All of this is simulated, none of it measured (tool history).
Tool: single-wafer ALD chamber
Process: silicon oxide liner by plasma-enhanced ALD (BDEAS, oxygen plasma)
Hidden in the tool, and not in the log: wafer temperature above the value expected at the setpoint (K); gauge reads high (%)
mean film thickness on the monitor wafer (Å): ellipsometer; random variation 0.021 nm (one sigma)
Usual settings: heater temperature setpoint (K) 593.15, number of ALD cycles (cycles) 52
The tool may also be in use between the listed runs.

run   hour  heater temperature setpoint (K)  number of ALD cycles (cycles)  wafers since the last listed run  hours since the last thermocouple change  hours since the gauge calibration  read-back reference wafer on the same gauge, thickness_nm  mean film thickness on the monitor wafer (Å)
  1      0                           593.15                             52                                 0                                    2631.5                               97.5                                                      5.132                                         50.86
  2    7.9                           593.15                             52                                42                                    2639.4                              105.4                                                      5.125                                         51.23
  3   23.3                           593.15                             52                                83                                    2654.8                              120.8                                                      5.132                                         50.66
  4     34                           593.15                             52                                57                                    2665.5                              131.5                                                       5.13                                         50.89
  5   41.1                           593.15                             52                                38                                    2672.6                              138.6                                                      5.131                                         50.83
  6   53.8                           584.15                             52                                68                                    2685.3                              151.3                                                      5.132                                         51.11
  7   62.8                           593.15                             52                                48                                    2694.3                              160.3                                                      5.131                                          50.9
  8   90.3                           593.15                             52                               148                                    2721.8                              187.8                                                      5.132                                         50.85
  9  104.9                           603.15                             52                                79                                    2736.4                              202.4                                                      5.133                                          50.4
 10  111.3                           604.15                             52                                34                                    2742.8                              208.8                                                      5.128                                         50.17
 11  119.4                           604.15                             52                                43                                    2750.9                              216.9                                                       5.13                                         50.47
 12  135.8                           606.15                             42                                88                                    2767.3                              233.3                                                      5.131                                         40.49
 13  151.9                           593.15                             52                                87                                    2783.4                              249.4                                                      5.131                                         50.97
     159.7  -- gauge calibrated
 14  168.6                           593.15                             52                                90                                    2800.1                                8.9                                                      5.129                                         51.06
 15  201.2                           602.15                             55                               176                                    2832.7                               41.5                                                      5.127                                         53.01
 16  216.9                           582.15                             59                                84                                    2848.4                               57.2                                                      5.129                                         58.61
       232  -- thermocouple changed; heater temperature recalibrated
 17  232.3                           587.15                             52                                40                                       0.3                               72.6                                                       5.13                                         51.71
 18  248.1                           607.15                             61                                85                                      16.1                               88.4                                                      5.134                                         58.54
 19  259.2                           605.15                             52                                60                                      27.2                               99.5                                                      5.128                                         49.99
 20  267.6                           593.15                             52                                45                                      35.6                              107.9                                                      5.132                                         51.06
 21  285.2                           599.15                             45                                95                                      53.2                              125.5                                                       5.13                                         43.55
 22    302                           589.15                             55                                90                                        70                              142.3                                                       5.13                                         54.01
 23  315.4                           582.15                             43                                72                                      83.4                              155.7                                                       5.13                                         42.46

5 ways to go on from here, each from the tool as it stands after run 23. What would each give?
  A  315.9                           593.15                             57                                 2                                      83.9                              156.2                                                          ?                                             ?
  B  315.9                           607.15                             55                                 2                                      83.9                              156.2                                                          ?                                             ?
  C  315.9                           589.15                             52                                 2                                      83.9                              156.2                                                          ?                                             ?
  D  315.9                           586.15                             43                                 2                                      83.9                              156.2                                                          ?                                             ?
  E  315.9                           581.15                             62                                 2                                      83.9                              156.2                                                          ?                                             ?

run  read-back reference wafer on the same gauge, thickness_nm  mean film thickness on the monitor wafer (Å)
  A                                                      5.126                                         56.17
  B                                                      5.126                                         53.23
  C                                                      5.126                                          51.5
  D                                                      5.126                                         42.75
  E                                                      5.126                                         62.02
Without the tool's hidden state the same runs would have given:
run  mean film thickness on the monitor wafer (Å)
  A                                         56.17
  B                                         53.23
  C                                          51.5
  D                                         42.75
  E                                         62.02
